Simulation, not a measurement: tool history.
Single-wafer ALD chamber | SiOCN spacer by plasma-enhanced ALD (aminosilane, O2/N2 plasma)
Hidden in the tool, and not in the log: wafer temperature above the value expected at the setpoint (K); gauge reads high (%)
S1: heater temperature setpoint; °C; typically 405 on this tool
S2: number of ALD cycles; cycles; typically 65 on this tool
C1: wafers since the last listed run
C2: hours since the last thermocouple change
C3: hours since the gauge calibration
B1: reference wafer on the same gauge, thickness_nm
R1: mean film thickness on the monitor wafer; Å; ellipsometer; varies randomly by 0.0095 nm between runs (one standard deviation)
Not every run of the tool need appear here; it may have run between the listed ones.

| run | hour | S1 | S2 | C1 | C2 | C3 | B1 | R1 |
|---|---|---|---|---|---|---|---|---|
| 1 | 0.0 | 405 | 72 | 0 | 1024.6 | 26.6 | 3.839 | 42.02 |
| 2 | 17.4 | 405 | 65 | 73 | 1042.0 | 44.0 | 3.842 | 38.16 |
| 3 | 28.2 | 405 | 65 | 45 | 1052.8 | 54.8 | 3.840 | 38.14 |
| 4 | 39.6 | 405 | 65 | 48 | 1064.2 | 66.2 | 3.840 | 38.12 |
| 5 | 49.5 | 405 | 65 | 42 | 1074.1 | 76.1 | 3.841 | 38.16 |
| 6 | 65.2 | 405 | 65 | 66 | 1089.8 | 91.8 | 3.838 | 38.17 |
| 7 | 74.5 | 405 | 65 | 39 | 1099.1 | 101.1 | 3.842 | 38.24 |
| 8 | 83.8 | 405 | 65 | 39 | 1108.4 | 110.4 | 3.844 | 38.23 |
| 9 | 99.2 | 405 | 58 | 65 | 1123.8 | 125.8 | 3.838 | 34.05 |
| 10 | 116.7 | 405 | 58 | 74 | 1141.3 | 143.3 | 3.838 | 34.03 |
| 11 | 131.0 | 416 | 57 | 60 | 1155.6 | 157.6 | 3.842 | 32.30 |
| 12 | 148.1 | 405 | 65 | 72 | 1172.7 | 174.7 | 3.841 | 38.21 |
|  | 163.7 | thermocouple changed; heater temperature recalibrated |
| 13 | 164.2 | 405 | 65 | 34 | 0.5 | 190.8 | 3.838 | 38.25 |
| 14 | 179.9 | 405 | 65 | 66 | 16.2 | 206.5 | 3.841 | 38.11 |
| 15 | 190.1 | 417 | 65 | 43 | 26.4 | 216.7 | 3.838 | 36.69 |

Run 16 is up next; what results do you expect?
| 16 | 203.4 | 394 | 75 | 56 | 39.7 | 230.0 | ? | ? |

{"run 16": {"B1": 3.84, "R1": 44.79}}
On a tool with no hidden condition, and with the same random variation, this run would have come out at R1 44.79 Å.

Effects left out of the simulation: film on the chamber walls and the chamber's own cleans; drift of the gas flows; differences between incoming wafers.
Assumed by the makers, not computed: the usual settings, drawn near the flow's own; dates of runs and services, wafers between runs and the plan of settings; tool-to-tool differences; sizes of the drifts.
